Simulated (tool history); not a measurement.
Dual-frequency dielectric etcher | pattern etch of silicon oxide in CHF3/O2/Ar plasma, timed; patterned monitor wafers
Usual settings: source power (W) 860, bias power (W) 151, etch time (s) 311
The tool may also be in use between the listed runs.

run,hour,source power (W),bias power (W),etch time (s),"read-back reference wafer on the same gauge, depth_nm",mean etch depth across the wafer (nm)
1,0,920,151,311,600.4,683.7
2,63.9,920,151,311,601.3,674.1
3,131.4,920,151,311,600.8,687.2
4,160.4,860,151,311,601.9,667.2
5,221,860,151,311,601.3,659.1
# hour 301.5: upper electrode replaced
6,302,860,180,333,601.6,762.9
7,345.4,860,151,311,600.7,669.6
8,397.5,690,129,274.5,601.2,513.4
# hour 433.1: wet clean of the chamber
9,459,860,151,311,601,674.1
10,507.9,730,161,311,600.8,644.6
# hour 525.3: source power generator calibrated
# hour 526.9: gauge calibrated
11,561.7,860,151,311,601.8,665.5
# hour 612.4: bias power generator calibrated
12,626.1,860,151,311,601.5,659.8
13,651.9,860,124,346.5,601.2,693
14,701.5,640,135,223,600.5,413

Run 15 comes next. What will it give?
15,851.5,860,177,311,?,?

read-back reference wafer on the same gauge, depth_nm: 601
mean etch depth across the wafer (nm): 708.5
Without the tool's hidden state the same run would have given mean etch depth across the wafer (nm) 708.5.

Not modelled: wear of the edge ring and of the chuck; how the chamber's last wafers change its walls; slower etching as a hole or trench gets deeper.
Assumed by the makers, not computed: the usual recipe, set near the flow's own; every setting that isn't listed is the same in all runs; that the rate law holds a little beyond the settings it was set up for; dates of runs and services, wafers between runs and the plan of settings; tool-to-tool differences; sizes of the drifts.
